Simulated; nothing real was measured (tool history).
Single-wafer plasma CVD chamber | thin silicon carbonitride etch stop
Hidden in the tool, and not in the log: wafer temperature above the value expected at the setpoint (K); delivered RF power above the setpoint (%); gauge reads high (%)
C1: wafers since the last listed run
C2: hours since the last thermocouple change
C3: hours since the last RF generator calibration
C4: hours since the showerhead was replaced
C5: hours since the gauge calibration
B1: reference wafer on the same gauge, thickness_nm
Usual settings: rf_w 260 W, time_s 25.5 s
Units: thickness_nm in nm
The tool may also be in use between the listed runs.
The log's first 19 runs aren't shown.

Run 20, hour 488.9: usual settings but rf_w 285 W, time_s 29.5 s; C1 383; C2 1609.9; C3 34.4; C4 6480.6; C5 504.7; B1 15.195. Result: thickness_nm 18.287 nm.
Run 21, hour 521.0: usual settings but rf_w 295 W, time_s 30.4 s; C1 625; C2 1642.0; C3 66.5; C4 6512.7; C5 536.8; B1 15.198. Result: thickness_nm 19.082 nm.
Run 22, hour 547.7: usual settings but rf_w 290 W; C1 520; C2 1668.7; C3 93.2; C4 6539.4; C5 563.5; B1 15.209. Result: thickness_nm 15.928 nm.
Run 23, hour 579.7: usual settings but rf_w 220 W, time_s 23.3 s; C1 623; C2 1700.7; C3 125.2; C4 6571.4; C5 595.5; B1 15.204. Result: thickness_nm 13.116 nm.
Run 24, hour 592.9: usual settings; C1 257; C2 1713.9; C3 138.4; C4 6584.6; C5 608.7; B1 15.199. Result: thickness_nm 15.338 nm.
Run 25, hour 610.7: usual settings but time_s 27.9 s; C1 346; C2 1731.7; C3 156.2; C4 6602.4; C5 626.5; B1 15.202. Result: thickness_nm 16.711 nm.
At hour 618.5: gauge calibrated.
At hour 623.4: showerhead replaced, of another model than before.
Run 26, hour 631.3: usual settings but rf_w 295 W, time_s 27.5 s; C1 245; C2 1752.3; C3 176.8; C4 7.9; C5 12.8; B1 15.211. Result: thickness_nm 17.421 nm.
Run 27, hour 666.9: usual settings; C1 693; C2 1787.9; C3 212.4; C4 43.5; C5 48.4; B1 15.201. Result: thickness_nm 15.258 nm.
At hour 687.3: thermocouple changed; heater temperature recalibrated.
Run 28, hour 688.3: usual settings but rf_w 285 W, time_s 22.4 s; C1 261; C2 1.0; C3 233.8; C4 64.9; C5 69.8; B1 15.190. Result: thickness_nm 13.953 nm.
Run 29, hour 710.0: usual settings but rf_w 300 W; C1 422; C2 22.7; C3 255.5; C4 86.6; C5 91.5; B1 15.198. Result: thickness_nm 16.284 nm.
Run 30, hour 731.9: usual settings but rf_w 235 W, time_s 22.5 s; C1 426; C2 44.6; C3 277.4; C4 108.5; C5 113.4; B1 15.191. Result: thickness_nm 12.713 nm.
Run 31, hour 755.7: usual settings but rf_w 220 W; C1 463; C2 68.4; C3 301.2; C4 132.3; C5 137.2; B1 15.197. Result: thickness_nm 13.912 nm.
Run 32, hour 776.7: usual settings but rf_w 285 W; C1 409; C2 89.4; C3 322.2; C4 153.3; C5 158.2; B1 15.197. Result: thickness_nm 15.936 nm.
Run 33, hour 799.5: usual settings but rf_w 300 W, time_s 27.8 s; C1 444; C2 112.2; C3 345.0; C4 176.1; C5 181.0; B1 15.199. Result: thickness_nm 17.760 nm.
Run 34, hour 876.7: usual settings but time_s 27.9 s; C1 1503; C2 189.4; C3 422.2; C4 253.3; C5 258.2; B1 15.198. Result: thickness_nm 16.594 nm.
Run 35, hour 904.6: usual settings but time_s 27.9 s; C1 543; C2 217.3; C3 450.1; C4 281.2; C5 286.1; B1 15.199. Result: thickness_nm 16.572 nm.

3 ways to go on from here, each from the tool as it stands after run 35. What would each give?
Run A, hour 905.0: usual settings; C1 7; C2 217.7; C3 450.5; C4 281.6; C5 286.5; B1 ?. Result: thickness_nm ?.
Run B, hour 905.0: usual settings but rf_w 230 W, time_s 22.6 s; C1 7; C2 217.7; C3 450.5; C4 281.6; C5 286.5; B1 ?. Result: thickness_nm ?.
Run C, hour 905.0: usual settings but time_s 30.2 s; C1 7; C2 217.7; C3 450.5; C4 281.6; C5 286.5; B1 ?. Result: thickness_nm ?.

run      B1  thickness_nm
  A  15.197        15.169
  B  15.197        12.600
  C  15.197        17.965
Without the tool's hidden state the same runs would have given:
run  thickness_nm
  A        15.329
  B        12.733
  C        18.154

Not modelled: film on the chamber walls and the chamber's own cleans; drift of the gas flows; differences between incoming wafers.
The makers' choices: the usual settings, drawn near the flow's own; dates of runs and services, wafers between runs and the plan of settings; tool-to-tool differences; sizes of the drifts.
